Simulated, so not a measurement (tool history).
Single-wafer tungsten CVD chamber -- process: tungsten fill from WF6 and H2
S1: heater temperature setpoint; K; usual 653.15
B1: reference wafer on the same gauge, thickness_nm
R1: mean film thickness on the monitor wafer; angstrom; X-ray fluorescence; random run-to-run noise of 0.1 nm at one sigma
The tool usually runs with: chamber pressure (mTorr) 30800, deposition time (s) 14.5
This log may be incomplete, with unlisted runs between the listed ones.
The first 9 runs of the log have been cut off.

{"run": 10, "hour": 212.1, "S1": 653.15, "chamber pressure (mTorr)": 30800, "deposition time (s)": 14.5, "B1": 28.512, "R1": 289.22}
{"run": 11, "hour": 247.2, "S1": 653.15, "chamber pressure (mTorr)": 30800, "deposition time (s)": 14.5, "B1": 28.479, "R1": 287.25}
{"run": 12, "hour": 272.6, "S1": 653.15, "chamber pressure (mTorr)": 30800, "deposition time (s)": 14.5, "B1": 28.456, "R1": 286.94}
{"hour": 285.5, "done": "gauge calibrated"}
{"hour": 297.1, "done": "thermocouple changed; heater temperature recalibrated"}
{"run": 13, "hour": 307.5, "S1": 653.15, "chamber pressure (mTorr)": 30800, "deposition time (s)": 14.5, "B1": 28.506, "R1": 289.68}
{"run": 14, "hour": 331.1, "S1": 653.15, "chamber pressure (mTorr)": 30800, "deposition time (s)": 14.5, "B1": 28.492, "R1": 289.21}
{"run": 15, "hour": 362.8, "S1": 653.15, "chamber pressure (mTorr)": 30800, "deposition time (s)": 14.5, "B1": 28.419, "R1": 287.52}
{"run": 16, "hour": 394.4, "S1": 648.15, "chamber pressure (mTorr)": 34600, "deposition time (s)": 16.6, "B1": 28.559, "R1": 329.57}
{"hour": 424.0, "done": "showerhead replaced"}
{"hour": 449.4, "done": "capacitance manometer re-zeroed and calibrated"}
{"run": 17, "hour": 479.6, "S1": 644.15, "chamber pressure (mTorr)": 28500, "deposition time (s)": 12.7, "B1": 28.498, "R1": 190.38}
{"run": 18, "hour": 510.0, "S1": 662.15, "chamber pressure (mTorr)": 25900, "deposition time (s)": 13.7, "B1": 28.518, "R1": 262.77}
{"run": 19, "hour": 525.9, "S1": 653.15, "chamber pressure (mTorr)": 30800, "deposition time (s)": 12.1, "B1": 28.529, "R1": 230.53}
{"run": 20, "hour": 541.1, "S1": 653.15, "chamber pressure (mTorr)": 23900, "deposition time (s)": 14.5, "B1": 28.509, "R1": 221.22}
{"run": 21, "hour": 572.4, "S1": 667.15, "chamber pressure (mTorr)": 27000, "deposition time (s)": 12.2, "B1": 28.501, "R1": 264.14}
{"run": 22, "hour": 607.5, "S1": 653.15, "chamber pressure (mTorr)": 30800, "deposition time (s)": 14.5, "B1": 28.536, "R1": 276.21}
{"run": 23, "hour": 640.0, "S1": 647.15, "chamber pressure (mTorr)": 30800, "deposition time (s)": 14.5, "B1": 28.516, "R1": 249.43}
{"run": 24, "hour": 667.7, "S1": 653.15, "chamber pressure (mTorr)": 30800, "deposition time (s)": 14.5, "B1": 28.479, "R1": 278.32}
{"run": 25, "hour": 679.8, "S1": 653.15, "chamber pressure (mTorr)": 30800, "deposition time (s)": 14.5, "B1": 28.489, "R1": 278.94}
{"run": 26, "hour": 704.3, "S1": 653.15, "chamber pressure (mTorr)": 30800, "deposition time (s)": 14.5, "B1": 28.549, "R1": 278.84}
{"run": 27, "hour": 728.4, "S1": 665.15, "chamber pressure (mTorr)": 30800, "deposition time (s)": 13.1, "B1": 28.492, "R1": 311.46}
{"run": 28, "hour": 760.9, "S1": 653.15, "chamber pressure (mTorr)": 35000, "deposition time (s)": 14.5, "B1": 28.516, "R1": 308.97}
{"run": 29, "hour": 790.0, "S1": 653.15, "chamber pressure (mTorr)": 30800, "deposition time (s)": 16, "B1": 28.445, "R1": 309.84}
{"run": 30, "hour": 811.5, "S1": 653.15, "chamber pressure (mTorr)": 24100, "deposition time (s)": 16.7, "B1": 28.475, "R1": 259.84}

Below are 3 alternative next runs, each starting from the tool's condition after run 30. Predict each:
{"run": "A", "hour": 811.9, "S1": 653.15, "chamber pressure (mTorr)": 25700, "deposition time (s)": 14.5, "B1": "?", "R1": "?"}
{"run": "B", "hour": 811.9, "S1": 659.15, "chamber pressure (mTorr)": 36700, "deposition time (s)": 12.7, "B1": "?", "R1": "?"}
{"run": "C", "hour": 811.9, "S1": 638.15, "chamber pressure (mTorr)": 30800, "deposition time (s)": 17.4, "B1": "?", "R1": "?"}

run=A B1=28.501 R1=239.9
run=B B1=28.501 R1=311.7
run=C B1=28.501 R1=256.05
What these runs would have given with no unlogged condition in the tool:
run=A R1=230.95
run=B R1=300.61
run=C R1=246.73
